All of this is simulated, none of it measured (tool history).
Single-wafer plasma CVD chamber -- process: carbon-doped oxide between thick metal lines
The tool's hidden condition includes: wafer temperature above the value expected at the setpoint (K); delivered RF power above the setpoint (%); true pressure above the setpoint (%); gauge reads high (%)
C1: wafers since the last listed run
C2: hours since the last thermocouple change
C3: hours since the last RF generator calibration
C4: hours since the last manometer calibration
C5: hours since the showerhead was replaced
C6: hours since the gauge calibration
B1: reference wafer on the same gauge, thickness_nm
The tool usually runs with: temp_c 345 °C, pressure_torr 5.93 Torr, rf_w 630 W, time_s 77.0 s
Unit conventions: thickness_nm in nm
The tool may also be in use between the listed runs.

{"run": 1, "hour": 0.0, "temp_c": 345, "pressure_torr": 5.93, "rf_w": 630, "time_s": 77.0, "C1": 0, "C2": 1046.0, "C3": 83.3, "C4": 1410.6, "C5": 3425.8, "C6": 209.1, "B1": 505.274, "thickness_nm": 442.697}
{"run": 2, "hour": 99.2, "temp_c": 345, "pressure_torr": 5.93, "rf_w": 630, "time_s": 77.0, "C1": 1725, "C2": 1145.2, "C3": 182.5, "C4": 1509.8, "C5": 3525.0, "C6": 308.3, "B1": 505.219, "thickness_nm": 444.433}
{"run": 3, "hour": 187.7, "temp_c": 339, "pressure_torr": 6.68, "rf_w": 630, "time_s": 77.0, "C1": 1538, "C2": 1233.7, "C3": 271.0, "C4": 1598.3, "C5": 3613.5, "C6": 396.8, "B1": 504.984, "thickness_nm": 456.644}
{"run": 4, "hour": 337.5, "temp_c": 339, "pressure_torr": 6.68, "rf_w": 630, "time_s": 77.0, "C1": 2604, "C2": 1383.5, "C3": 420.8, "C4": 1748.1, "C5": 3763.3, "C6": 546.6, "B1": 504.757, "thickness_nm": 451.227}
{"run": 5, "hour": 385.4, "temp_c": 333, "pressure_torr": 5.93, "rf_w": 630, "time_s": 77.0, "C1": 832, "C2": 1431.4, "C3": 468.7, "C4": 1796.0, "C5": 3811.2, "C6": 594.5, "B1": 504.607, "thickness_nm": 454.914}
{"run": 6, "hour": 445.6, "temp_c": 349, "pressure_torr": 5.93, "rf_w": 630, "time_s": 71.9, "C1": 1046, "C2": 1491.6, "C3": 528.9, "C4": 1856.2, "C5": 3871.4, "C6": 654.7, "B1": 504.993, "thickness_nm": 406.749}
{"run": 7, "hour": 512.3, "temp_c": 349, "pressure_torr": 5.93, "rf_w": 630, "time_s": 71.9, "C1": 1159, "C2": 1558.3, "C3": 595.6, "C4": 1922.9, "C5": 3938.1, "C6": 721.4, "B1": 504.668, "thickness_nm": 406.016}
{"run": 8, "hour": 570.3, "temp_c": 353, "pressure_torr": 5.93, "rf_w": 680, "time_s": 77.0, "C1": 1008, "C2": 1616.3, "C3": 653.6, "C4": 1980.9, "C5": 3996.1, "C6": 779.4, "B1": 505.024, "thickness_nm": 445.953}
{"run": 9, "hour": 658.6, "temp_c": 345, "pressure_torr": 5.93, "rf_w": 630, "time_s": 77.0, "C1": 1535, "C2": 1704.6, "C3": 741.9, "C4": 2069.2, "C5": 4084.4, "C6": 867.7, "B1": 504.938, "thickness_nm": 436.454}
{"hour": 730.4, "done": "showerhead replaced, of another model than before"}
{"run": 10, "hour": 745.5, "temp_c": 345, "pressure_torr": 5.93, "rf_w": 630, "time_s": 77.0, "C1": 1372, "C2": 1791.5, "C3": 828.8, "C4": 2156.1, "C5": 15.1, "C6": 954.6, "B1": 504.792, "thickness_nm": 432.212}
{"run": 11, "hour": 851.3, "temp_c": 345, "pressure_torr": 5.93, "rf_w": 630, "time_s": 86.4, "C1": 1839, "C2": 1897.3, "C3": 934.6, "C4": 2261.9, "C5": 120.9, "C6": 1060.4, "B1": 504.886, "thickness_nm": 482.94}
{"hour": 883.2, "done": "thermocouple changed; heater temperature recalibrated"}
{"run": 12, "hour": 892.4, "temp_c": 345, "pressure_torr": 5.93, "rf_w": 630, "time_s": 77.0, "C1": 575, "C2": 9.2, "C3": 975.7, "C4": 2303.0, "C5": 162.0, "C6": 1101.5, "B1": 504.533, "thickness_nm": 428.085}
{"hour": 1070.1, "done": "gauge calibrated"}
{"run": 13, "hour": 1163.8, "temp_c": 356, "pressure_torr": 5.93, "rf_w": 575, "time_s": 77.0, "C1": 4719, "C2": 280.6, "C3": 1247.1, "C4": 2574.4, "C5": 433.4, "C6": 93.7, "B1": 505.056, "thickness_nm": 379.511}
{"run": 14, "hour": 1250.1, "temp_c": 350, "pressure_torr": 6.83, "rf_w": 675, "time_s": 65.7, "C1": 1500, "C2": 366.9, "C3": 1333.4, "C4": 2660.7, "C5": 519.7, "C6": 180.0, "B1": 504.963, "thickness_nm": 376.063}
{"run": 15, "hour": 1291.2, "temp_c": 333, "pressure_torr": 5.35, "rf_w": 630, "time_s": 77.0, "C1": 714, "C2": 408.0, "C3": 1374.5, "C4": 2701.8, "C5": 560.8, "C6": 221.1, "B1": 505.304, "thickness_nm": 423.162}
{"hour": 1321.0, "done": "RF generator calibrated"}
{"run": 16, "hour": 1342.0, "temp_c": 356, "pressure_torr": 5.93, "rf_w": 565, "time_s": 89.4, "C1": 744, "C2": 458.8, "C3": 21.0, "C4": 2752.6, "C5": 611.6, "C6": 271.9, "B1": 505.344, "thickness_nm": 456.937}
{"hour": 1370.2, "done": "capacitance manometer re-zeroed and calibrated"}
{"run": 17, "hour": 1421.3, "temp_c": 351, "pressure_torr": 5.93, "rf_w": 685, "time_s": 65.1, "C1": 1239, "C2": 538.1, "C3": 100.3, "C4": 51.1, "C5": 690.9, "C6": 351.2, "B1": 504.729, "thickness_nm": 389.233}
{"run": 18, "hour": 1499.9, "temp_c": 345, "pressure_torr": 5.93, "rf_w": 630, "time_s": 77.0, "C1": 1366, "C2": 616.7, "C3": 178.9, "C4": 129.7, "C5": 769.5, "C6": 429.8, "B1": 505.41, "thickness_nm": 440.282}
{"run": 19, "hour": 1558.7, "temp_c": 345, "pressure_torr": 5.93, "rf_w": 630, "time_s": 77.0, "C1": 1022, "C2": 675.5, "C3": 237.7, "C4": 188.5, "C5": 828.3, "C6": 488.6, "B1": 505.111, "thickness_nm": 438.633}
{"run": 20, "hour": 1651.0, "temp_c": 345, "pressure_torr": 5.93, "rf_w": 630, "time_s": 66.8, "C1": 1605, "C2": 767.8, "C3": 330.0, "C4": 280.8, "C5": 920.6, "C6": 580.9, "B1": 505.627, "thickness_nm": 380.38}
{"run": 21, "hour": 1690.0, "temp_c": 340, "pressure_torr": 5.93, "rf_w": 670, "time_s": 87.5, "C1": 678, "C2": 806.8, "C3": 369.0, "C4": 319.8, "C5": 959.6, "C6": 619.9, "B1": 504.908, "thickness_nm": 527.955}
{"run": 22, "hour": 1726.7, "temp_c": 345, "pressure_torr": 7.28, "rf_w": 630, "time_s": 77.0, "C1": 638, "C2": 843.5, "C3": 405.7, "C4": 356.5, "C5": 996.3, "C6": 656.6, "B1": 504.703, "thickness_nm": 444.639}
{"run": 23, "hour": 1768.9, "temp_c": 345, "pressure_torr": 5.93, "rf_w": 630, "time_s": 77.0, "C1": 733, "C2": 885.7, "C3": 447.9, "C4": 398.7, "C5": 1038.5, "C6": 698.8, "B1": 505.074, "thickness_nm": 438.32}

Branching from run 23: 5 alternative next runs. What would each branch give?
{"run": "A", "hour": 1769.3, "temp_c": 345, "pressure_torr": 5.93, "rf_w": 630, "time_s": 77.0, "C1": 6, "C2": 886.1, "C3": 448.3, "C4": 399.1, "C5": 1038.9, "C6": 699.2, "B1": "?", "thickness_nm": "?"}
{"run": "B", "hour": 1769.3, "temp_c": 345, "pressure_torr": 5.93, "rf_w": 560, "time_s": 85.7, "C1": 6, "C2": 886.1, "C3": 448.3, "C4": 399.1, "C5": 1038.9, "C6": 699.2, "B1": "?", "thickness_nm": "?"}
{"run": "C", "hour": 1769.3, "temp_c": 333, "pressure_torr": 4.75, "rf_w": 585, "time_s": 72.1, "C1": 6, "C2": 886.1, "C3": 448.3, "C4": 399.1, "C5": 1038.9, "C6": 699.2, "B1": "?", "thickness_nm": "?"}
{"run": "D", "hour": 1769.3, "temp_c": 333, "pressure_torr": 6.97, "rf_w": 560, "time_s": 70.2, "C1": 6, "C2": 886.1, "C3": 448.3, "C4": 399.1, "C5": 1038.9, "C6": 699.2, "B1": "?", "thickness_nm": "?"}
{"run": "E", "hour": 1769.3, "temp_c": 334, "pressure_torr": 6.57, "rf_w": 575, "time_s": 70.1, "C1": 6, "C2": 886.1, "C3": 448.3, "C4": 399.1, "C5": 1038.9, "C6": 699.2, "B1": "?", "thickness_nm": "?"}

run=A B1=505.087 thickness_nm=433.952
run=B B1=505.087 thickness_nm=437.241
run=C B1=505.087 thickness_nm=386.394
run=D B1=505.087 thickness_nm=374.240
run=E B1=505.087 thickness_nm=379.889
Take away the tool's hidden state, keep each run's random variation, and the runs would have read:
run=A thickness_nm=441.226
run=B thickness_nm=444.807
run=C thickness_nm=392.872
run=D thickness_nm=380.716
run=E thickness_nm=386.393
